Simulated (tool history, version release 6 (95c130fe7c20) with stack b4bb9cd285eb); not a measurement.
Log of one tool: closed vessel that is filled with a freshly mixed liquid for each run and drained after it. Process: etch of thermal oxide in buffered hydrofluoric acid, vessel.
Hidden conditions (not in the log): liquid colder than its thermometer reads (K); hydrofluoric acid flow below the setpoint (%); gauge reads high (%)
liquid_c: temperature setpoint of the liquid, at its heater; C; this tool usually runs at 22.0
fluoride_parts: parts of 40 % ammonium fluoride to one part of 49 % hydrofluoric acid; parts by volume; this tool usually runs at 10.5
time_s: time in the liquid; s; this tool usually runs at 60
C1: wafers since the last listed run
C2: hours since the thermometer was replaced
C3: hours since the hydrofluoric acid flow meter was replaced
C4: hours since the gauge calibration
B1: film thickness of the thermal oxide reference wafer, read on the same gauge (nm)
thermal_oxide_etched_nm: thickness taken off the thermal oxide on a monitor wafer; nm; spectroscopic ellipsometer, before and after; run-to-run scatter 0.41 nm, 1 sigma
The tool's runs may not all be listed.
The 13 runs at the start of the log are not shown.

Run 14, hour 346.3: usual settings; C1 1945; C2 158.9; C3 128.7; C4 38.6; B1 140.00. Result: thermal_oxide_etched_nm 57.53 nm.
Run 15, hour 374.6: usual settings but liquid_c 24.5 C, fluoride_parts 7.0 parts by volume, time_s 45 s; C1 2633; C2 187.2; C3 157.0; C4 66.9; B1 139.98. Result: thermal_oxide_etched_nm 72.20 nm.
Run 16, hour 408.1: usual settings but liquid_c 25.0 C, fluoride_parts 7.5 parts by volume; C1 3117; C2 220.7; C3 190.5; C4 100.4; B1 139.99. Result: thermal_oxide_etched_nm 91.00 nm.
Run 17, hour 440.5: usual settings but liquid_c 19.5 C, fluoride_parts 14.5 parts by volume, time_s 70 s; C1 3015; C2 253.1; C3 222.9; C4 132.8; B1 140.01. Result: thermal_oxide_etched_nm 42.56 nm.
Run 18, hour 462.5: usual settings but liquid_c 18.5 C, time_s 80 s; C1 2047; C2 275.1; C3 244.9; C4 154.8; B1 140.03. Result: thermal_oxide_etched_nm 63.14 nm.
Run 19, hour 490.3: usual settings; C1 2587; C2 302.9; C3 272.7; C4 182.6; B1 139.98. Result: thermal_oxide_etched_nm 57.32 nm.
Run 20, hour 513.7: usual settings but fluoride_parts 13.5 parts by volume, time_s 75 s; C1 2177; C2 326.3; C3 296.1; C4 206.0; B1 140.01. Result: thermal_oxide_etched_nm 55.98 nm.
Run 21, hour 533.4: usual settings; C1 1833; C2 346.0; C3 315.8; C4 225.7; B1 140.00. Result: thermal_oxide_etched_nm 56.84 nm.
Run 22, hour 547.9: usual settings but fluoride_parts 8.0 parts by volume; C1 1349; C2 360.5; C3 330.3; C4 240.2; B1 140.01. Result: thermal_oxide_etched_nm 73.16 nm.
Run 23, hour 578.6: usual settings but liquid_c 23.5 C, fluoride_parts 9.0 parts by volume, time_s 50 s; C1 2857; C2 391.2; C3 361.0; C4 270.9; B1 139.99. Result: thermal_oxide_etched_nm 58.12 nm.
Run 24, hour 601.8: usual settings but liquid_c 20.5 C, fluoride_parts 13.0 parts by volume; C1 2159; C2 414.4; C3 384.2; C4 294.1; B1 140.00. Result: thermal_oxide_etched_nm 42.45 nm.
Run 25, hour 617.0: usual settings; C1 1414; C2 429.6; C3 399.4; C4 309.3; B1 139.99. Result: thermal_oxide_etched_nm 56.48 nm.
Run 26, hour 635.6: usual settings but fluoride_parts 13.5 parts by volume, time_s 85 s; C1 1730; C2 448.2; C3 418.0; C4 327.9; B1 140.02. Result: thermal_oxide_etched_nm 62.87 nm.
Run 27, hour 671.5: usual settings but fluoride_parts 7.0 parts by volume; C1 3340; C2 484.1; C3 453.9; C4 363.8; B1 140.01. Result: thermal_oxide_etched_nm 82.55 nm.
Run 28, hour 690.8: usual settings but liquid_c 17.5 C; C1 1796; C2 503.4; C3 473.2; C4 383.1; B1 139.99. Result: thermal_oxide_etched_nm 44.01 nm.
Run 29, hour 709.5: usual settings but liquid_c 26.5 C, time_s 50 s; C1 1740; C2 522.1; C3 491.9; C4 401.8; B1 140.02. Result: thermal_oxide_etched_nm 59.43 nm.
Run 30, hour 728.2: usual settings; C1 1740; C2 540.8; C3 510.6; C4 420.5; B1 140.02. Result: thermal_oxide_etched_nm 57.14 nm.
Run 31, hour 752.2: usual settings but time_s 90 s; C1 2233; C2 564.8; C3 534.6; C4 444.5; B1 139.97. Result: thermal_oxide_etched_nm 84.85 nm.
Run 32, hour 785.8: usual settings but liquid_c 23.5 C, time_s 50 s; C1 3126; C2 598.4; C3 568.2; C4 478.1; B1 140.00. Result: thermal_oxide_etched_nm 51.37 nm.

Consider 5 possible next runs. They are alternatives, not a sequence: every one starts from the tool as it was left by run 32. What does each give?
Run A, hour 786.5: usual settings; C1 65; C2 599.1; C3 568.9; C4 478.8; B1 ?. Result: thermal_oxide_etched_nm ?.
Run B, hour 786.5: usual settings but liquid_c 20.5 C, fluoride_parts 13.5 parts by volume, time_s 75 s; C1 65; C2 599.1; C3 568.9; C4 478.8; B1 ?. Result: thermal_oxide_etched_nm ?.
Run C, hour 786.5: usual settings but fluoride_parts 13.0 parts by volume, time_s 35 s; C1 65; C2 599.1; C3 568.9; C4 478.8; B1 ?. Result: thermal_oxide_etched_nm ?.
Run D, hour 786.5: usual settings but fluoride_parts 11.5 parts by volume, time_s 75 s; C1 65; C2 599.1; C3 568.9; C4 478.8; B1 ?. Result: thermal_oxide_etched_nm ?.
Run E, hour 786.5: usual settings but liquid_c 20.0 C, time_s 95 s; C1 65; C2 599.1; C3 568.9; C4 478.8; B1 ?. Result: thermal_oxide_etched_nm ?.

run      B1  thermal_oxide_etched_nm
  A  140.02                    56.87
  B  140.02                    51.14
  C  140.02                    26.93
  D  140.02                    65.05
  E  140.02                    80.53
Without the tool's hidden state the same runs would have given:
run  thermal_oxide_etched_nm
  A                    58.79
  B                    52.88
  C                    27.84
  D                    67.25
  E                    83.28
